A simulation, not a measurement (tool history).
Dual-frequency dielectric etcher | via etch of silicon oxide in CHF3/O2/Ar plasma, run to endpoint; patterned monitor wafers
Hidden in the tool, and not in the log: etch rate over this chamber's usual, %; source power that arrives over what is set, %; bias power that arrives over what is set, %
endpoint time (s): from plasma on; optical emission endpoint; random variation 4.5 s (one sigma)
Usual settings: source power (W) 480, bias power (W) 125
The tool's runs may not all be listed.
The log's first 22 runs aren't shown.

run    hour  source power (W)  bias power (W)  wafers since the last listed run  hours since the last wet clean  hours since the last source power generator calibration  hours since the last bias power generator calibration  hours since the last upper electrode change  incoming incoming film thickness, nm  endpoint time (s)
 23  1214.0               480             125                               283                           400.5                                                    161.3                                                  146.2                                       1043.3                                 815.4              535.7
 24  1244.1               440             102                               140                           430.6                                                    191.4                                                  176.3                                       1073.4                                 805.5              607.1
 25  1292.6               480             145                               226                           479.1                                                    239.9                                                  224.8                                       1121.9                                 816.4              508.6
 26  1334.7               480             125                               196                           521.2                                                    282.0                                                  266.9                                       1164.0                                 812.8              534.9
 27  1395.9               410              96                               285                           582.4                                                    343.2                                                  328.1                                       1225.2                                 812.1              645.5
     1430.5  -- wet clean of the chamber
 28  1468.3               480             125                               225                            37.8                                                    415.6                                                  400.5                                       1297.6                                 805.8              532.3
 29  1525.3               390             125                               265                            94.8                                                    472.6                                                  457.5                                       1354.6                                 816.4              589.8
 30  1573.3               480             125                               223                           142.8                                                    520.6                                                  505.5                                       1402.6                                 812.4              543.5
 31  1634.3               480             125                               284                           203.8                                                    581.6                                                  566.5                                       1463.6                                 807.9              530.2
 32  1684.2               480             138                               232                           253.7                                                    631.5                                                  616.4                                       1513.5                                 810.7              517.9
 33  1741.1               480             125                               265                           310.6                                                    688.4                                                  673.3                                       1570.4                                 810.5              536.5
 34  1784.5               480             148                               202                           354.0                                                    731.8                                                  716.7                                       1613.8                                 815.7              511.1
 35  1813.7               430             134                               136                           383.2                                                    761.0                                                  745.9                                       1643.0                                 808.6              551.4

4 ways to go on from here, each from the tool as it stands after run 35. What would each give?
  A  1814.2               480             112                                 2                           383.7                                                    761.5                                                  746.4                                       1643.5                                 805.4                  ?
  B  1814.2               430             100                                 2                           383.7                                                    761.5                                                  746.4                                       1643.5                                 805.4                  ?
  C  1814.2               480             102                                 2                           383.7                                                    761.5                                                  746.4                                       1643.5                                 805.4                  ?
  D  1814.2               400             105                                 2                           383.7                                                    761.5                                                  746.4                                       1643.5                                 805.4                  ?

run  endpoint time (s)
  A              551.5
  B              608.0
  C              570.8
  D              619.8
Without the tool's hidden state the same runs would have given:
run  endpoint time (s)
  A              551.5
  B              608.0
  C              570.8
  D              619.8
